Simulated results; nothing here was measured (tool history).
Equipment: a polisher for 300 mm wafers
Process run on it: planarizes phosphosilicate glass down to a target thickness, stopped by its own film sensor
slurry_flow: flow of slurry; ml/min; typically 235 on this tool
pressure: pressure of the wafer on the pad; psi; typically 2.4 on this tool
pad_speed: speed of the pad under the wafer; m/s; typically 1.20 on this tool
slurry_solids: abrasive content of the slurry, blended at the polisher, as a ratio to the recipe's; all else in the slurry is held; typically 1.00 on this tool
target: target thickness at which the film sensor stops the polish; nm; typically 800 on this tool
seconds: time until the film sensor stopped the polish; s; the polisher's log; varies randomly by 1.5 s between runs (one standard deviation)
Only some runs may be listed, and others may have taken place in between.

run	hour	slurry_flow	pressure	pad_speed	slurry_solids	target	incoming thickness of the incoming film, nm	seconds
1	0.0	235	2.4	1.20	1.00	859	1432.5	92.0
2	50.7	235	2.4	1.20	1.00	859	1415.6	96.4
# hour 76.6: worn pad replaced by a new one
3	98.3	235	2.4	1.20	1.00	726	1462.9	114.8
# hour 151.7: slurry blender recalibrated
4	166.3	275	2.4	1.20	1.00	800	1437.7	106.1
5	229.9	275	2.4	1.20	1.00	800	1434.4	113.2
6	274.8	235	2.4	1.20	0.85	800	1440.0	128.1
7	322.7	235	2.4	1.20	1.00	800	1463.3	122.7
8	385.5	295	2.4	1.20	1.00	631	1412.4	145.7
# hour 406.7: conditioning disc replaced and pad reconditioned
9	424.4	235	1.9	0.82	0.90	880	1445.4	155.9
# hour 445.6: head pressure recalibrated
10	494.1	235	2.4	0.92	1.00	800	1444.1	130.9
# hour 534.3: worn pad replaced by a new one
# hour 535.2: slurry blender recalibrated
11	541.3	235	2.4	1.20	1.00	859	1455.0	86.9
12	572.7	235	2.4	0.80	1.20	800	1460.1	120.2
# hour 707.8: slurry nozzle cleaned
13	757.2	275	2.4	1.20	1.00	800	1444.2	111.7
14	803.5	300	2.4	1.20	1.00	800	1421.8	108.3
# hour 811.1: conditioning disc replaced and pad reconditioned
15	837.8	235	2.4	1.20	1.00	800	1429.5	97.6
16	891.3	235	2.4	1.20	0.70	800	1441.1	141.0
# hour 929.1: worn pad replaced by a new one
# hour 947.3: slurry blender recalibrated
17	989.9	185	2.4	1.20	1.00	800	1454.9	106.7
18	1037.6	235	2.4	1.20	1.00	800	1437.6	110.4
19	1070.0	235	2.4	1.20	0.80	800	1442.2	129.5
20	1130.2	235	2.4	1.00	1.10	933	1446.7	94.5
21	1168.7	265	2.8	1.00	1.00	800	1426.6	114.2
22	1194.4	235	2.6	1.20	1.00	724	1430.0	118.1
23	1256.9	235	2.4	0.92	1.00	654	1443.2	171.4
# hour 1268.6: conditioning disc replaced and pad reconditioned
# hour 1319.4: head pressure recalibrated
24	1326.5	235	2.4	1.20	1.00	629	1449.2	140.8
# hour 1361.7: slurry nozzle cleaned
25	1362.2	235	2.4	1.20	0.90	800	1446.2	123.0
# hour 1409.2: worn pad replaced by a new one
# hour 1409.4: slurry blender recalibrated
26	1417.1	190	2.4	1.20	1.00	800	1439.3	101.5

3 options for the next run, each taken on its own from the tool as it stands now. Forecast them:
A	1417.5	235	2.4	1.20	1.00	800	1441.6	?
B	1417.5	235	1.7	1.20	1.00	800	1441.6	?
C	1417.5	235	2.4	1.20	1.10	713	1441.6	?

run	seconds
A	101.7
B	137.1
C	109.1
Without the tool's unlogged condition, the same runs would have read:
run	seconds
A	80.5
B	113.7
C	86.4
